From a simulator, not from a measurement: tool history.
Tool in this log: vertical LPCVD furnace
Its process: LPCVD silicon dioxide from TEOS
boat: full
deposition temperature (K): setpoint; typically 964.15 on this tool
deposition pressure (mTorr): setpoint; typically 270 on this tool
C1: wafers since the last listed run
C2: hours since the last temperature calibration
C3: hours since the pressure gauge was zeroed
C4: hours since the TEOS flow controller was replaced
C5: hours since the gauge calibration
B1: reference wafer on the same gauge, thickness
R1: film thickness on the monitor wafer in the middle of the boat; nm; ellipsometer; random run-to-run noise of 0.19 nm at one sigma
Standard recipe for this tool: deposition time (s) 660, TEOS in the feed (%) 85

{"run": 1, "day": 0.0, "deposition temperature (K)": 964.15, "deposition pressure (mTorr)": 270, "deposition time (s)": 660, "TEOS in the feed (%)": 85, "C1": 0, "C2": 2849.4, "C3": 3991.2, "C4": 5806.2, "C5": 80.1, "B1": 55.06, "R1": 66.34}
{"run": 2, "day": 0.754, "deposition temperature (K)": 964.15, "deposition pressure (mTorr)": 270, "deposition time (s)": 660, "TEOS in the feed (%)": 85, "C1": 287, "C2": 2867.5, "C3": 4009.3, "C4": 5824.3, "C5": 98.2, "B1": 55.11, "R1": 66.63}
{"run": 3, "day": 1.533, "deposition temperature (K)": 964.15, "deposition pressure (mTorr)": 270, "deposition time (s)": 660, "TEOS in the feed (%)": 85, "C1": 297, "C2": 2886.2, "C3": 4028.0, "C4": 5843.0, "C5": 116.9, "B1": 55.12, "R1": 66.54}
{"run": 4, "day": 2.975, "deposition temperature (K)": 964.15, "deposition pressure (mTorr)": 225, "deposition time (s)": 660, "TEOS in the feed (%)": 85, "C1": 549, "C2": 2920.8, "C3": 4062.6, "C4": 5877.6, "C5": 151.5, "B1": 55.14, "R1": 60.68}
{"run": 5, "day": 3.538, "deposition temperature (K)": 964.15, "deposition pressure (mTorr)": 225, "deposition time (s)": 660, "TEOS in the feed (%)": 85, "C1": 214, "C2": 2934.3, "C3": 4076.1, "C4": 5891.1, "C5": 165.0, "B1": 55.14, "R1": 60.7}
{"run": 6, "day": 4.25, "deposition temperature (K)": 964.15, "deposition pressure (mTorr)": 225, "deposition time (s)": 660, "TEOS in the feed (%)": 85, "C1": 271, "C2": 2951.4, "C3": 4093.2, "C4": 5908.2, "C5": 182.1, "B1": 55.1, "R1": 60.59}
{"run": 7, "day": 4.854, "deposition temperature (K)": 964.15, "deposition pressure (mTorr)": 270, "deposition time (s)": 660, "TEOS in the feed (%)": 85, "C1": 230, "C2": 2965.9, "C3": 4107.7, "C4": 5922.7, "C5": 196.6, "B1": 55.14, "R1": 66.6}
{"run": 8, "day": 5.929, "deposition temperature (K)": 964.15, "deposition pressure (mTorr)": 270, "deposition time (s)": 660, "TEOS in the feed (%)": 85, "C1": 410, "C2": 2991.7, "C3": 4133.5, "C4": 5948.5, "C5": 222.4, "B1": 55.09, "R1": 66.47}
{"run": 9, "day": 6.512, "deposition temperature (K)": 964.15, "deposition pressure (mTorr)": 270, "deposition time (s)": 660, "TEOS in the feed (%)": 85, "C1": 222, "C2": 3005.7, "C3": 4147.5, "C4": 5962.5, "C5": 236.4, "B1": 55.09, "R1": 66.22}
{"run": 10, "day": 10.142, "deposition temperature (K)": 964.15, "deposition pressure (mTorr)": 325, "deposition time (s)": 660, "TEOS in the feed (%)": 85, "C1": 1384, "C2": 3092.8, "C3": 4234.6, "C4": 6049.6, "C5": 323.5, "B1": 55.13, "R1": 72.87}
{"run": 11, "day": 11.138, "deposition temperature (K)": 964.15, "deposition pressure (mTorr)": 270, "deposition time (s)": 660, "TEOS in the feed (%)": 85, "C1": 379, "C2": 3116.7, "C3": 4258.5, "C4": 6073.5, "C5": 347.4, "B1": 55.09, "R1": 66.22}
{"day": 11.642, "done": "gauge calibrated"}
{"day": 12.896, "done": "pressure gauge zeroed"}
{"run": 12, "day": 12.917, "deposition temperature (K)": 964.15, "deposition pressure (mTorr)": 270, "deposition time (s)": 660, "TEOS in the feed (%)": 85, "C1": 297, "C2": 3159.4, "C3": 0.5, "C4": 6116.2, "C5": 30.6, "B1": 55.11, "R1": 66.36}
{"run": 13, "day": 13.304, "deposition temperature (K)": 964.15, "deposition pressure (mTorr)": 270, "deposition time (s)": 660, "TEOS in the feed (%)": 85, "C1": 147, "C2": 3168.7, "C3": 9.8, "C4": 6125.5, "C5": 39.9, "B1": 55.09, "R1": 66.04}
{"run": 14, "day": 13.929, "deposition temperature (K)": 964.15, "deposition pressure (mTorr)": 270, "deposition time (s)": 660, "TEOS in the feed (%)": 85, "C1": 238, "C2": 3183.7, "C3": 24.8, "C4": 6140.5, "C5": 54.9, "B1": 55.08, "R1": 66.37}
{"run": 15, "day": 14.904, "deposition temperature (K)": 964.15, "deposition pressure (mTorr)": 270, "deposition time (s)": 900, "TEOS in the feed (%)": 85, "C1": 371, "C2": 3207.1, "C3": 48.2, "C4": 6163.9, "C5": 78.3, "B1": 55.14, "R1": 90.32}
{"run": 16, "day": 16.262, "deposition temperature (K)": 964.15, "deposition pressure (mTorr)": 270, "deposition time (s)": 660, "TEOS in the feed (%)": 85, "C1": 518, "C2": 3239.7, "C3": 80.8, "C4": 6196.5, "C5": 110.9, "B1": 55.07, "R1": 66.19}
{"day": 18.242, "done": "thermocouples replaced and temperature profile calibrated"}
{"run": 17, "day": 18.262, "deposition temperature (K)": 964.15, "deposition pressure (mTorr)": 270, "deposition time (s)": 660, "TEOS in the feed (%)": 85, "C1": 381, "C2": 0.5, "C3": 128.8, "C4": 6244.5, "C5": 158.9, "B1": 55.13, "R1": 66.46}
{"run": 18, "day": 18.458, "deposition temperature (K)": 964.15, "deposition pressure (mTorr)": 225, "deposition time (s)": 600, "TEOS in the feed (%)": 85, "C1": 74, "C2": 5.2, "C3": 133.5, "C4": 6249.2, "C5": 163.6, "B1": 55.13, "R1": 54.89}
{"run": 19, "day": 19.088, "deposition temperature (K)": 973.15, "deposition pressure (mTorr)": 315, "deposition time (s)": 510, "TEOS in the feed (%)": 85, "C1": 240, "C2": 20.3, "C3": 148.6, "C4": 6264.3, "C5": 178.7, "B1": 55.1, "R1": 68.26}
{"day": 20.146, "done": "TEOS flow controller replaced"}
{"run": 20, "day": 20.538, "deposition temperature (K)": 975.15, "deposition pressure (mTorr)": 270, "deposition time (s)": 840, "TEOS in the feed (%)": 97, "C1": 171, "C2": 55.1, "C3": 183.4, "C4": 9.4, "C5": 213.5, "B1": 55.1, "R1": 116.41}
{"run": 21, "day": 21.742, "deposition temperature (K)": 964.15, "deposition pressure (mTorr)": 270, "deposition time (s)": 660, "TEOS in the feed (%)": 85, "C1": 459, "C2": 84.0, "C3": 212.3, "C4": 38.3, "C5": 242.4, "B1": 55.07, "R1": 66.33}
{"run": 22, "day": 22.729, "deposition temperature (K)": 964.15, "deposition pressure (mTorr)": 215, "deposition time (s)": 660, "TEOS in the feed (%)": 97, "C1": 376, "C2": 107.7, "C3": 236.0, "C4": 62.0, "C5": 266.1, "B1": 55.13, "R1": 63.38}
{"run": 23, "day": 24.175, "deposition temperature (K)": 964.15, "deposition pressure (mTorr)": 220, "deposition time (s)": 660, "TEOS in the feed (%)": 85, "C1": 551, "C2": 142.4, "C3": 270.7, "C4": 96.7, "C5": 300.8, "B1": 55.11, "R1": 59.98}
{"run": 24, "day": 25.321, "deposition temperature (K)": 964.15, "deposition pressure (mTorr)": 270, "deposition time (s)": 720, "TEOS in the feed (%)": 97, "C1": 437, "C2": 169.9, "C3": 298.2, "C4": 124.2, "C5": 328.3, "B1": 55.08, "R1": 77.12}
{"run": 25, "day": 26.192, "deposition temperature (K)": 964.15, "deposition pressure (mTorr)": 270, "deposition time (s)": 660, "TEOS in the feed (%)": 96, "C1": 332, "C2": 190.8, "C3": 319.1, "C4": 145.1, "C5": 349.2, "B1": 55.09, "R1": 70.54}
{"day": 27.188, "done": "gauge calibrated"}
{"run": 26, "day": 27.329, "deposition temperature (K)": 964.15, "deposition pressure (mTorr)": 270, "deposition time (s)": 660, "TEOS in the feed (%)": 85, "C1": 433, "C2": 218.1, "C3": 346.4, "C4": 172.4, "C5": 3.4, "B1": 55.11, "R1": 66.09}
{"run": 27, "day": 28.458, "deposition temperature (K)": 964.15, "deposition pressure (mTorr)": 235, "deposition time (s)": 660, "TEOS in the feed (%)": 74, "C1": 430, "C2": 245.2, "C3": 373.5, "C4": 199.5, "C5": 30.5, "B1": 55.14, "R1": 57.65}
{"run": 28, "day": 29.217, "deposition temperature (K)": 964.15, "deposition pressure (mTorr)": 270, "deposition time (s)": 660, "TEOS in the feed (%)": 85, "C1": 289, "C2": 263.4, "C3": 391.7, "C4": 217.7, "C5": 48.7, "B1": 55.07, "R1": 66.67}
{"run": 29, "day": 30.638, "deposition temperature (K)": 964.15, "deposition pressure (mTorr)": 270, "deposition time (s)": 660, "TEOS in the feed (%)": 85, "C1": 542, "C2": 297.5, "C3": 425.8, "C4": 251.8, "C5": 82.8, "B1": 55.09, "R1": 66.15}

Consider 3 possible next runs. They are alternatives, not a sequence: every one starts from the tool as it was left by run 29. What does each give?
{"run": "A", "day": 30.833, "deposition temperature (K)": 964.15, "deposition pressure (mTorr)": 270, "deposition time (s)": 660, "TEOS in the feed (%)": 85, "C1": 74, "C2": 302.2, "C3": 430.5, "C4": 256.5, "C5": 87.5, "B1": "?", "R1": "?"}
{"run": "B", "day": 30.833, "deposition temperature (K)": 952.15, "deposition pressure (mTorr)": 270, "deposition time (s)": 660, "TEOS in the feed (%)": 94, "C1": 74, "C2": 302.2, "C3": 430.5, "C4": 256.5, "C5": 87.5, "B1": "?", "R1": "?"}
{"run": "C", "day": 30.833, "deposition temperature (K)": 964.15, "deposition pressure (mTorr)": 270, "deposition time (s)": 420, "TEOS in the feed (%)": 94, "C1": 74, "C2": 302.2, "C3": 430.5, "C4": 256.5, "C5": 87.5, "B1": "?", "R1": "?"}

run=A B1=55.15 R1=66.35
run=B B1=55.15 R1=52.32
run=C B1=55.15 R1=44.41
The same runs, with their run-to-run variation unchanged, on a tool lacking any hidden condition would have given:
run=A R1=66.35
run=B R1=52.32
run=C R1=44.41
